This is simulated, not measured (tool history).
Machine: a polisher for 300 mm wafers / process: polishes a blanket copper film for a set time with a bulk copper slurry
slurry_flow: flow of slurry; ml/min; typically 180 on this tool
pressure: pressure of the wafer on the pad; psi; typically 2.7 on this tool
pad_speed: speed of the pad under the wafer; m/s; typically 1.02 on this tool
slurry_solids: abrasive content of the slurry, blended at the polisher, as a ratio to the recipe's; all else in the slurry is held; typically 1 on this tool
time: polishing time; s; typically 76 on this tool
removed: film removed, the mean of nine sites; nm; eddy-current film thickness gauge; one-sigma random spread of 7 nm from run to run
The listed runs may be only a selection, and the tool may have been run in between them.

run     day  slurry_flow  pressure  pad_speed  slurry_solids  time  wafers since the last listed run  wafers polished on this pad  hours since the slurry nozzle was cleaned  hours since the head pressure was calibrated  hours since the slurry blender was calibrated  incoming thickness of the incoming film, nm  removed
  1       0          180       2.7       1.02           1.05    76                                 0                         1137                                       31.7                                         184.5                                          115.9                                       4280.6    687.4
      1.054  -- worn pad replaced by a new one
      1.525  -- slurry blender recalibrated
  2   2.071          180       2.7       1.02           1.05    76                               380                          194                                       81.4                                         234.2                                           13.1                                       4305.5    668.8
  3     4.2          180       2.7       1.02              1    76                               444                          639                                      132.5                                         285.3                                           64.2                                       4355.9    654.9
      7.179  -- head pressure recalibrated
  4    7.65          180       2.7       1.02              1    76                               702                         1341                                      215.3                                          11.3                                            147                                       4207.9    669.3
      8.529  -- slurry blender recalibrated
      9.058  -- worn pad replaced by a new one
  5   9.671          180       2.7       1.02              1    76                               369                          128                                      263.8                                          59.8                                           27.4                                       4245.2    663.2
  6  11.621          180       2.7       1.02              1    76                               406                          535                                      310.6                                         106.6                                           74.2                                       4280.5    668.3
     12.188  -- slurry nozzle cleaned
  7  14.512          180       2.7       1.02              1    76                               594                         1129                                       55.8                                           176                                          143.6                                       4255.8    660.3
     16.208  -- worn pad replaced by a new one
     16.783  -- slurry blender recalibrated
  8  17.225          180       3.2       0.68            1.3    65                               513                          194                                      120.9                                         241.1                                           10.6                                       4239.1    475.5
  9  21.067          180       1.8       1.02              1    76                               801                          996                                      213.1                                         333.3                                          102.8                                       4305.4    480.7
     22.917  -- worn pad replaced by a new one
     23.279  -- head pressure recalibrated
     24.296  -- slurry blender recalibrated
 10  25.158          180       2.7       1.02              1    76                               784                          433                                      311.3                                          45.1                                           20.7                                       4291.7    668.2
 11  26.662          165       2.2       1.02            1.1    56                               313                          747                                      347.4                                          81.2                                           56.8                                       4321.9    433.3
     27.538  -- slurry nozzle cleaned
 12  28.171          180       2.7       1.02              1    76                               306                         1053                                       15.2                                         117.4                                             93                                       4217.4    655.7
     29.962  -- worn pad replaced by a new one
 13  31.012          180       3.3       1.02           1.25    76                               558                          219                                       83.4                                         185.6                                          161.2                                       4362.7    823.7
     31.212  -- slurry blender recalibrated
 14  33.658          245       2.7       1.34            0.7    76                               534                          754                                      146.9                                         249.1                                           58.7                                       4290.4      792
     36.683  -- worn pad replaced by a new one
 15  37.225          180       2.7       1.02              1    76                               709                          112                                      232.5                                         334.7                                          144.3                                       4234.1    671.3

Each row is a separate what-if for the run after 15, all from the same tool condition, not one after another. Results?
  A  37.242          180       2.7       0.88              1    76                                 3                          116                                      232.9                                         335.1                                          144.7                                       4338.4        ?
  B  37.242          180       2.7       1.02              1    98                                 3                          116                                      232.9                                         335.1                                          144.7                                       4338.4        ?
  C  37.242          180       3.6       1.02              1    76                                 3                          116                                      232.9                                         335.1                                          144.7                                       4338.4        ?

run  removed
  A    591.3
  B    874.2
  C    851.2
What these runs would have given with no unlogged condition in the tool:
run  removed
  A    591.3
  B    874.2
  C    851.2

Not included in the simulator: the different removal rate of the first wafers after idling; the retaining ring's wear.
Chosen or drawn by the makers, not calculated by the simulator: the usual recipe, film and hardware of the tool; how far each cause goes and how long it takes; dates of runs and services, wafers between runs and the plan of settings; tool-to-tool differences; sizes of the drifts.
